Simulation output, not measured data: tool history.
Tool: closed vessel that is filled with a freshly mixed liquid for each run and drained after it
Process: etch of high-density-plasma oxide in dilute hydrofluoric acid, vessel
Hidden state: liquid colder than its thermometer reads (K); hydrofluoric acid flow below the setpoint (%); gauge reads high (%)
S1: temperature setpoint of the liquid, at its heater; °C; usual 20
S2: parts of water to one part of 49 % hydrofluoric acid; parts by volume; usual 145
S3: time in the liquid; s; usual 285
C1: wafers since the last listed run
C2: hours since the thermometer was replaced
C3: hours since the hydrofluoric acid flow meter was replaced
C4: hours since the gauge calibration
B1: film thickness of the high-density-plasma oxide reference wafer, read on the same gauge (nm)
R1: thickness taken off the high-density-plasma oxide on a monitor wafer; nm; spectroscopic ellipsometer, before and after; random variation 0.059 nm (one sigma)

{"run": 1, "hour": 0.0, "S1": 20, "S2": 115, "S3": 285, "C1": 0, "C2": 1580.6, "C3": 7.6, "C4": 570.7, "B1": 99.98, "R1": 8.88}
{"hour": 23.4, "done": "thermometer replaced"}
{"run": 2, "hour": 25.2, "S1": 20, "S2": 145, "S3": 285, "C1": 2790, "C2": 1.8, "C3": 32.8, "C4": 595.9, "B1": 100.02, "R1": 7.56}
{"run": 3, "hour": 42.5, "S1": 20, "S2": 145, "S3": 285, "C1": 1995, "C2": 19.1, "C3": 50.1, "C4": 613.2, "B1": 100, "R1": 7.6}
{"run": 4, "hour": 75.9, "S1": 20, "S2": 145, "S3": 285, "C1": 3851, "C2": 52.5, "C3": 83.5, "C4": 646.6, "B1": 100.02, "R1": 7.55}
{"run": 5, "hour": 102.5, "S1": 20, "S2": 145, "S3": 285, "C1": 3067, "C2": 79.1, "C3": 110.1, "C4": 673.2, "B1": 100, "R1": 7.53}
{"run": 6, "hour": 117.3, "S1": 18.5, "S2": 145, "S3": 285, "C1": 1706, "C2": 93.9, "C3": 124.9, "C4": 688, "B1": 99.99, "R1": 7.11}
{"run": 7, "hour": 182.9, "S1": 20, "S2": 145, "S3": 245, "C1": 7565, "C2": 159.5, "C3": 190.5, "C4": 753.6, "B1": 100.03, "R1": 6.44}
{"run": 8, "hour": 195.7, "S1": 20, "S2": 145, "S3": 245, "C1": 1476, "C2": 172.3, "C3": 203.3, "C4": 766.4, "B1": 100.01, "R1": 6.41}
{"run": 9, "hour": 213.3, "S1": 24, "S2": 200, "S3": 240, "C1": 2029, "C2": 189.9, "C3": 220.9, "C4": 784, "B1": 100.02, "R1": 4.98}
{"hour": 216.8, "done": "gauge calibrated"}
{"run": 10, "hour": 226.3, "S1": 20, "S2": 145, "S3": 285, "C1": 1499, "C2": 202.9, "C3": 233.9, "C4": 9.5, "B1": 100.01, "R1": 7.54}
{"run": 11, "hour": 251.2, "S1": 20, "S2": 145, "S3": 285, "C1": 2871, "C2": 227.8, "C3": 258.8, "C4": 34.4, "B1": 100.01, "R1": 7.38}
{"run": 12, "hour": 284.7, "S1": 20, "S2": 90, "S3": 285, "C1": 3863, "C2": 261.3, "C3": 292.3, "C4": 67.9, "B1": 99.99, "R1": 12.6}
{"run": 13, "hour": 305.9, "S1": 20, "S2": 90, "S3": 195, "C1": 2444, "C2": 282.5, "C3": 313.5, "C4": 89.1, "B1": 100.01, "R1": 8.67}
{"run": 14, "hour": 325.0, "S1": 20, "S2": 145, "S3": 285, "C1": 2202, "C2": 301.6, "C3": 332.6, "C4": 108.2, "B1": 99.99, "R1": 7.3}
{"run": 15, "hour": 338.4, "S1": 20, "S2": 145, "S3": 285, "C1": 1545, "C2": 315, "C3": 346, "C4": 121.6, "B1": 99.99, "R1": 7.31}
{"run": 16, "hour": 358.7, "S1": 22, "S2": 145, "S3": 210, "C1": 2341, "C2": 335.3, "C3": 366.3, "C4": 141.9, "B1": 99.99, "R1": 5.73}
{"run": 17, "hour": 378.7, "S1": 20, "S2": 85, "S3": 285, "C1": 2306, "C2": 355.3, "C3": 386.3, "C4": 161.9, "B1": 99.97, "R1": 13.1}
{"run": 18, "hour": 395.4, "S1": 20, "S2": 145, "S3": 285, "C1": 1925, "C2": 372, "C3": 403, "C4": 178.6, "B1": 100.01, "R1": 7.27}
{"run": 19, "hour": 421.7, "S1": 22.5, "S2": 145, "S3": 440, "C1": 3032, "C2": 398.3, "C3": 429.3, "C4": 204.9, "B1": 99.98, "R1": 12.37}
{"run": 20, "hour": 454.7, "S1": 17, "S2": 125, "S3": 195, "C1": 3805, "C2": 431.3, "C3": 462.3, "C4": 237.9, "B1": 99.99, "R1": 5.13}

Forecast run 21:
{"run": 21, "hour": 470.2, "S1": 18, "S2": 95, "S3": 115, "C1": 1787, "C2": 446.8, "C3": 477.8, "C4": 253.4, "B1": "?", "R1": "?"}

{"run 21": {"B1": 100.01, "R1": 4.3}}
Without the tool's hidden state the same run would have given R1 4.58 nm.
